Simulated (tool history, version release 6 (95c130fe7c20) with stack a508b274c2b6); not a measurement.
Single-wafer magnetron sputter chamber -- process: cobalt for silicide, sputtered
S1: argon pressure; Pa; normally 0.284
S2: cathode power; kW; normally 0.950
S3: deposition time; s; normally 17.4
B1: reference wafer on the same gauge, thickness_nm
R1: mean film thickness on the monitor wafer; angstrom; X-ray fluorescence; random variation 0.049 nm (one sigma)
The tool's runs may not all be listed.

run 1 hour=0.0 | S1=0.284 S2=0.950 S3=16.0 | B1=7.410 | R1=77.41
run 2 hour=59.7 | S1=0.197 S2=0.950 S3=17.4 | B1=7.423 | R1=87.63
run 3 hour=130.0 | S1=0.197 S2=0.950 S3=17.4 | B1=7.419 | R1=87.97
-- hour=303.9 sputter target and shields replaced
run 4 hour=362.1 | S1=0.197 S2=0.950 S3=17.4 | B1=7.437 | R1=86.95
run 5 hour=400.2 | S1=0.229 S2=0.950 S3=17.4 | B1=7.449 | R1=87.30
run 6 hour=478.3 | S1=0.229 S2=0.950 S3=17.4 | B1=7.457 | R1=87.09
run 7 hour=569.2 | S1=0.284 S2=0.750 S3=17.4 | B1=7.455 | R1=67.64
run 8 hour=647.6 | S1=0.284 S2=0.950 S3=17.4 | B1=7.474 | R1=85.20
run 9 hour=731.5 | S1=0.284 S2=0.950 S3=17.4 | B1=7.491 | R1=85.71
run 10 hour=796.4 | S1=0.284 S2=0.950 S3=17.4 | B1=7.489 | R1=85.76
run 11 hour=893.5 | S1=0.284 S2=0.950 S3=17.4 | B1=7.500 | R1=85.80
run 12 hour=965.5 | S1=0.243 S2=0.950 S3=18.6 | B1=7.511 | R1=92.35
-- hour=997.5 sputter target and shields replaced
run 13 hour=1021.4 | S1=0.243 S2=0.950 S3=18.6 | B1=7.503 | R1=92.25
run 14 hour=1114.5 | S1=0.359 S2=0.750 S3=19.2 | B1=7.515 | R1=72.89
run 15 hour=1169.1 | S1=0.284 S2=0.950 S3=17.4 | B1=7.522 | R1=85.78
-- hour=1225.1 magnet pack replaced
run 16 hour=1240.3 | S1=0.372 S2=0.950 S3=17.4 | B1=7.524 | R1=83.99
run 17 hour=1283.4 | S1=0.328 S2=1.050 S3=15.0 | B1=7.530 | R1=81.17
-- hour=1313.3 gauge calibrated
run 18 hour=1355.8 | S1=0.284 S2=0.700 S3=19.7 | B1=7.234 | R1=69.84
run 19 hour=1412.7 | S1=0.284 S2=0.950 S3=20.1 | B1=7.244 | R1=96.53
-- hour=1456.9 capacitance manometer re-zeroed and calibrated
run 20 hour=1475.0 | S1=0.393 S2=0.950 S3=17.4 | B1=7.247 | R1=81.62
run 21 hour=1565.6 | S1=0.284 S2=0.950 S3=17.4 | B1=7.252 | R1=83.74
-- hour=1649.8 sputter target and shields replaced
run 22 hour=1653.1 | S1=0.351 S2=0.750 S3=20.8 | B1=7.269 | R1=76.99
run 23 hour=1755.4 | S1=0.178 S2=0.750 S3=18.3 | B1=7.268 | R1=71.60
run 24 hour=1821.6 | S1=0.353 S2=0.700 S3=19.8 | B1=7.278 | R1=69.03
run 25 hour=1860.0 | S1=0.246 S2=0.800 S3=14.7 | B1=7.287 | R1=60.40
run 26 hour=1919.0 | S1=0.284 S2=0.950 S3=17.4 | B1=7.295 | R1=84.11
run 27 hour=2010.7 | S1=0.250 S2=0.950 S3=20.8 | B1=7.303 | R1=101.75
run 28 hour=2078.5 | S1=0.246 S2=0.950 S3=17.4 | B1=7.311 | R1=85.56
run 29 hour=2156.8 | S1=0.284 S2=0.800 S3=17.4 | B1=7.310 | R1=71.55
-- hour=2331.2 sputter target and shields replaced
run 30 hour=2336.6 | S1=0.380 S2=1.200 S3=15.5 | B1=7.331 | R1=92.98
run 31 hour=2374.3 | S1=0.173 S2=0.950 S3=17.4 | B1=7.331 | R1=86.73
run 32 hour=2435.9 | S1=0.284 S2=0.950 S3=20.7 | B1=7.349 | R1=100.87
run 33 hour=2538.4 | S1=0.284 S2=0.950 S3=17.4 | B1=7.357 | R1=84.34
run 34 hour=2634.1 | S1=0.324 S2=0.750 S3=19.8 | B1=7.360 | R1=74.91

What was the tool's hidden state at every run in the log?
deposition rate above that of a new target (%): 0 on each run
true argon pressure above the setpoint (%): 0 on each run
H1: gauge reads high (%)
run=1 H1=1.77
run=2 H1=1.85
run=3 H1=1.95
run=4 H1=2.26
run=5 H1=2.31
run=6 H1=2.41
run=7 H1=2.54
run=8 H1=2.64
run=9 H1=2.75
run=10 H1=2.84
run=11 H1=2.97
run=12 H1=3.07
run=13 H1=3.14
run=14 H1=3.27
run=15 H1=3.34
run=16 H1=3.44
run=17 H1=3.49
run=18 H1=-0.583
run=19 H1=-0.507
run=20 H1=-0.423
run=21 H1=-0.302
run=22 H1=-0.184
run=23 H1=-0.0471
run=24 H1=0.0417
run=25 H1=0.0932
run=26 H1=0.172
run=27 H1=0.295
run=28 H1=0.386
run=29 H1=0.491
run=30 H1=0.733
run=31 H1=0.783
run=32 H1=0.866
run=33 H1=1
run=34 H1=1.13
